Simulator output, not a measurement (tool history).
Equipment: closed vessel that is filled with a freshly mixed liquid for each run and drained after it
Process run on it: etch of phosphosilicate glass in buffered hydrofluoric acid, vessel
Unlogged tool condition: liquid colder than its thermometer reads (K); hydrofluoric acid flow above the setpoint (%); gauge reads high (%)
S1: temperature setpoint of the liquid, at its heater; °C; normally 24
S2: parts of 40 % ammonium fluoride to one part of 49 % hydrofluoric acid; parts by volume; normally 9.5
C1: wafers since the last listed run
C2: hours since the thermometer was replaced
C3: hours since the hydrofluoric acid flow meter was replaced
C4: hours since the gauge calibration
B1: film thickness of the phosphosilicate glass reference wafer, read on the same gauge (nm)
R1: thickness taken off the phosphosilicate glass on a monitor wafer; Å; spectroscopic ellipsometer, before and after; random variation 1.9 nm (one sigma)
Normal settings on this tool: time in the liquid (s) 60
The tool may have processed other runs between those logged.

Run 1, hour 0: usual settings but time in the liquid (s) 45; C1 0; C2 2078.1; C3 889.5; C4 159.4; B1 90.02. Result: R1 1377.5 Å.
Run 2, hour 17.4: usual settings but time in the liquid (s) 85; C1 1161; C2 2095.5; C3 906.9; C4 176.8; B1 90. Result: R1 2568.7 Å.
Run 3, hour 26.3: usual settings but time in the liquid (s) 85; C1 594; C2 2104.4; C3 915.8; C4 185.7; B1 89.99. Result: R1 2591.5 Å.
Run 4, hour 40.6: usual settings but time in the liquid (s) 85; C1 954; C2 2118.7; C3 930.1; C4 200; B1 90.02. Result: R1 2520.1 Å.
Run 5, hour 53.4: usual settings; C1 854; C2 2131.5; C3 942.9; C4 212.8; B1 90. Result: R1 1789.4 Å.
Run 6, hour 69.5: usual settings; C1 1074; C2 2147.6; C3 959; C4 228.9; B1 90. Result: R1 1795.3 Å.
Run 7, hour 85: usual settings; C1 1034; C2 2163.1; C3 974.5; C4 244.4; B1 90.01. Result: R1 1785.3 Å.
Run 8, hour 92: usual settings; C1 467; C2 2170.1; C3 981.5; C4 251.4; B1 90. Result: R1 1781.7 Å.
Run 9, hour 103.5: usual settings but S2 7 parts by volume; C1 767; C2 2181.6; C3 993; C4 262.9; B1 89.97. Result: R1 2421.5 Å.
At hour 110.2: thermometer replaced.
Run 10, hour 112.6: usual settings but S2 7 parts by volume; C1 540; C2 2.4; C3 1002.1; C4 272; B1 89.99. Result: R1 2821.2 Å.
Run 11, hour 121.9: usual settings but S2 11.5 parts by volume; C1 620; C2 11.7; C3 1011.4; C4 281.3; B1 90.01. Result: R1 1737.1 Å.
Run 12, hour 132.9: usual settings but S2 11.5 parts by volume; C1 734; C2 22.7; C3 1022.4; C4 292.3; B1 90. Result: R1 1719.3 Å.
Run 13, hour 141.4: usual settings but S1 25.5 °C; C1 567; C2 31.2; C3 1030.9; C4 300.8; B1 90. Result: R1 2229.2 Å.
Run 14, hour 150.7: usual settings but S1 25.5 °C, time in the liquid (s) 75; C1 620; C2 40.5; C3 1040.2; C4 310.1; B1 89.99. Result: R1 2782 Å.
Run 15, hour 161.1: usual settings but S2 12.5 parts by volume, time in the liquid (s) 90; C1 694; C2 50.9; C3 1050.6; C4 320.5; B1 89.98. Result: R1 2412.5 Å.
Run 16, hour 172.8: usual settings but S1 22.5 °C, S2 7.5 parts by volume, time in the liquid (s) 75; C1 781; C2 62.6; C3 1062.3; C4 332.2; B1 90.03. Result: R1 2972.5 Å.
Run 17, hour 183.9: usual settings but S2 12.5 parts by volume, time in the liquid (s) 35; C1 741; C2 73.7; C3 1073.4; C4 343.3; B1 89.98. Result: R1 931.9 Å.
At hour 215.9: hydrofluoric acid flow meter replaced.
Run 18, hour 234.5: usual settings but S1 26.5 °C, time in the liquid (s) 30; C1 3311; C2 124.3; C3 18.6; C4 393.9; B1 89.98. Result: R1 1158.1 Å.
Run 19, hour 242.6: usual settings; C1 540; C2 132.4; C3 26.7; C4 402; B1 90.01. Result: R1 2043.5 Å.
Run 20, hour 248.7: usual settings but S2 8 parts by volume; C1 407; C2 138.5; C3 32.8; C4 408.1; B1 89.99. Result: R1 2424.8 Å.
At hour 255.5: gauge calibrated.
Run 21, hour 285.7: usual settings but S1 22 °C, S2 13 parts by volume, time in the liquid (s) 35; C1 2470; C2 175.5; C3 69.8; C4 30.2; B1 89.99. Result: R1 801.7 Å.
Run 22, hour 301.4: usual settings but S1 25.5 °C, time in the liquid (s) 75; C1 1048; C2 191.2; C3 85.5; C4 45.9; B1 89.99. Result: R1 2732.3 Å.
Run 23, hour 310.7: usual settings but time in the liquid (s) 85; C1 620; C2 200.5; C3 94.8; C4 55.2; B1 90.01. Result: R1 2875.1 Å.
Run 24, hour 325.9: usual settings but S1 22 °C, time in the liquid (s) 90; C1 1014; C2 215.7; C3 110; C4 70.4; B1 90.01. Result: R1 2731.6 Å.
Run 25, hour 338.1: usual settings; C1 814; C2 227.9; C3 122.2; C4 82.6; B1 89.99. Result: R1 1993.9 Å.
Run 26, hour 352: usual settings but S2 7.5 parts by volume; C1 928; C2 241.8; C3 136.1; C4 96.5; B1 89.99. Result: R1 2593.5 Å.
Run 27, hour 369: usual settings; C1 1135; C2 258.8; C3 153.1; C4 113.5; B1 89.97. Result: R1 2032.3 Å.
Run 28, hour 383.7: usual settings but S1 26.5 °C, S2 6 parts by volume; C1 981; C2 273.5; C3 167.8; C4 128.2; B1 90. Result: R1 3557.1 Å.
Run 29, hour 389.8: usual settings but S1 26.5 °C, time in the liquid (s) 90; C1 407; C2 279.6; C3 173.9; C4 134.3; B1 90. Result: R1 3439.8 Å.
Run 30, hour 420.9: usual settings but S1 27.5 °C, S2 11 parts by volume, time in the liquid (s) 30; C1 2076; C2 310.7; C3 205; C4 165.4; B1 90. Result: R1 1069.4 Å.
Run 31, hour 433.1: usual settings but S1 19.5 °C, S2 13 parts by volume, time in the liquid (s) 40; C1 814; C2 322.9; C3 217.2; C4 177.6; B1 90. Result: R1 779.2 Å.
Run 32, hour 446.1: usual settings but S2 7.5 parts by volume, time in the liquid (s) 85; C1 868; C2 335.9; C3 230.2; C4 190.6; B1 89.99. Result: R1 3577.4 Å.

State the hidden condition of the tool at each of the runs:
hydrofluoric acid flow above the setpoint (%): 0 at every run
gauge reads high (%): 0 at every run
H1: liquid colder than its thermometer reads (K)
run     H1
  1   2.69
  2   2.71
  3   2.72
  4   2.73
  5   2.75
  6   2.77
  7   2.79
  8    2.8
  9   2.81
 10  0.377
 11  0.388
 12  0.401
 13  0.411
 14  0.422
 15  0.435
 16  0.448
 17  0.462
 18  0.522
 19  0.532
 20  0.539
 21  0.583
 22  0.602
 23  0.613
 24  0.631
 25  0.645
 26  0.662
 27  0.682
 28  0.699
 29  0.707
 30  0.744
 31  0.758
 32  0.774
